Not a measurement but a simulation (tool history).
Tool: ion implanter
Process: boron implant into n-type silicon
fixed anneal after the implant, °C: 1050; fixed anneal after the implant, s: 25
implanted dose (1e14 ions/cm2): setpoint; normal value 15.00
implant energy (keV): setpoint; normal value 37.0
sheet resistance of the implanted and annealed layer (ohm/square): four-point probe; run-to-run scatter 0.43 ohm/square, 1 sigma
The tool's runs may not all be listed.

run	day	implanted dose (1e14 ions/cm2)	implant energy (keV)	wafers since the last listed run	hours since the last dose calibration	hours since the extraction supply was calibrated	hours since the gauge calibration	read-back reference wafer on the same gauge, sheet resistance	sheet resistance of the implanted and annealed layer (ohm/square)
1	0.000	15.00	37.0	0	1369.0	3002.9	246.5	88.90	82.96
2	1.375	13.91	34.0	497	1402.0	3035.9	279.5	88.92	88.68
3	2.175	15.00	45.0	289	1421.2	3055.1	298.7	88.92	81.32
4	3.621	15.00	45.0	523	1455.9	3089.8	333.4	88.75	81.32
5	4.388	15.00	37.0	277	1474.3	3108.2	351.8	88.85	82.90
6	5.242	15.00	37.0	309	1494.8	3128.7	372.3	88.91	82.22
7	6.583	15.00	37.0	485	1527.0	3160.9	404.5	88.92	82.64
8	7.333	15.00	37.0	271	1545.0	3178.9	422.5	88.88	81.84
9	8.038	15.00	34.0	254	1561.9	3195.8	439.4	88.93	82.66
10	9.233	15.00	34.0	432	1590.6	3224.5	468.1	88.91	82.52
11	10.546	15.00	34.0	474	1622.1	3256.0	499.6	88.97	82.38
12	11.175	12.68	37.0	227	1637.2	3271.1	514.7	88.87	94.49
13	13.188	12.68	37.0	728	1685.5	3319.4	563.0	88.83	95.14
14	14.642	12.68	37.0	526	1720.4	3354.3	597.9	88.80	94.41
# day 15.692: Faraday cup replaced and dose calibrated
15	15.712	15.00	37.0	266	0.5	3380.0	623.6	88.94	85.91
16	16.029	15.00	45.5	114	8.1	3387.6	631.2	88.83	85.16
17	16.733	15.00	49.5	254	25.0	3404.5	648.1	88.87	84.72
18	17.662	17.71	50.0	336	47.3	3426.8	670.4	88.90	72.24
19	18.800	11.54	44.5	411	74.6	3454.1	697.7	88.87	107.64
20	19.983	12.19	33.0	428	103.0	3482.5	726.1	88.92	104.42
21	21.379	15.00	37.0	505	136.5	3516.0	759.6	88.93	86.18
# day 21.904: gauge calibrated
# day 22.171: extraction supply calibrated
22	22.192	16.76	37.0	173	156.0	0.5	6.9	88.99	78.23
23	23.112	19.19	30.5	333	178.1	22.6	29.0	88.94	70.94
24	23.879	15.00	37.0	277	196.5	41.0	47.4	88.98	86.08
25	25.354	15.00	37.0	533	231.9	76.4	82.8	88.92	85.85
26	26.758	13.35	29.5	508	265.6	110.1	116.5	88.99	97.82
27	27.558	17.63	37.0	289	284.8	129.3	135.7	88.95	74.53
28	29.025	11.49	31.5	530	320.0	164.5	170.9	88.99	110.61
29	30.046	10.72	37.0	369	344.5	189.0	195.4	88.96	115.51
30	31.512	15.00	37.0	530	379.7	224.2	230.6	88.89	85.50
31	32.112	15.00	49.0	217	394.1	238.6	245.0	89.01	84.11
32	32.792	13.46	31.5	245	410.4	254.9	261.3	88.91	95.66
33	34.167	18.71	37.0	497	443.4	287.9	294.3	88.87	70.93
34	35.625	15.00	37.0	527	478.4	322.9	329.3	88.96	85.54
35	36.488	16.98	25.5	312	499.1	343.6	350.0	88.80	79.92
36	37.546	15.00	37.0	383	524.5	369.0	375.4	88.90	85.90
37	38.204	17.78	41.0	238	540.3	384.8	391.2	88.82	73.13
38	38.933	10.63	37.0	263	557.8	402.3	408.7	88.89	115.65

Take each entry between the runs: how does the hidden state at the last listed run before it differ from the hidden state at the first listed run after it?
Logged between run 14 and run 15: Faraday cup replaced and dose calibrated (day 15.692)
  deviation of the true dose from the Faraday cup's reading, %: 5.78 -> -0.555
  what was measured, less what the result would be without the hidden state, sheet resistance of the implanted and annealed layer (ohm/square): -4.80 -> +0.43
Logged between run 21 and run 22: gauge calibrated (day 21.904); extraction supply calibrated (day 22.171)
  deviation of the true dose from the Faraday cup's reading, %: -0.521 -> -0.51
  what was measured, less what the result would be without the hidden state, sheet resistance of the implanted and annealed layer (ohm/square): +0.40 -> +0.35
